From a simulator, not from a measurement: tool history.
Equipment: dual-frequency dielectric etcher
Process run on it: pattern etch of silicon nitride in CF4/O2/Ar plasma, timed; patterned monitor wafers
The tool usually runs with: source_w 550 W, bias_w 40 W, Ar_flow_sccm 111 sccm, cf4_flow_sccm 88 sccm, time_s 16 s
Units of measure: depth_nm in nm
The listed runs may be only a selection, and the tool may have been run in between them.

run,hour,source_w,bias_w,Ar_flow_sccm,cf4_flow_sccm,time_s,"read-back reference wafer on the same gauge, depth_nm",depth_nm
1,0,550,46,93,106,11.5,35.61,23.18
2,10.5,650,40,111,88,20.5,35.67,40.98
3,25.8,550,40,111,107,16,35.68,29.88
4,39.3,550,40,126,88,14.5,35.75,25.89
# hour 43.5: source power generator calibrated
5,57.1,550,40,111,95,16,35.7,29.62
# hour 70.8: bias power generator calibrated
6,71.3,550,40,111,88,14,35.7,25.5
7,79.9,430,44,125,88,12,35.74,19.63
# hour 110.3: wet clean of the chamber
# hour 112: CF4 flow controller replaced
8,112.5,690,37,124,88,12.5,35.68,25.71
9,112.8,550,34,120,88,16,35.68,28.41
10,121.1,550,40,137,88,20.5,35.72,36.81
11,131.1,550,40,111,88,16,35.71,29.77
12,140.8,550,50,103,95,16,35.7,32.68
13,156.6,550,36,104,97,11.5,35.68,21.27
14,168.7,550,40,91,72,16,35.64,30.2
15,176.6,440,40,99,88,16,35.63,27.08

Run 16 has not been measured yet. What should we expect?
16,186.6,550,46,93,106,11.5,?,?

read-back reference wafer on the same gauge, depth_nm: 35.64
depth_nm: 23.28 nm
On a tool with no hidden condition, and with the same random variation, this run would have come out at depth_nm 23.78 nm.

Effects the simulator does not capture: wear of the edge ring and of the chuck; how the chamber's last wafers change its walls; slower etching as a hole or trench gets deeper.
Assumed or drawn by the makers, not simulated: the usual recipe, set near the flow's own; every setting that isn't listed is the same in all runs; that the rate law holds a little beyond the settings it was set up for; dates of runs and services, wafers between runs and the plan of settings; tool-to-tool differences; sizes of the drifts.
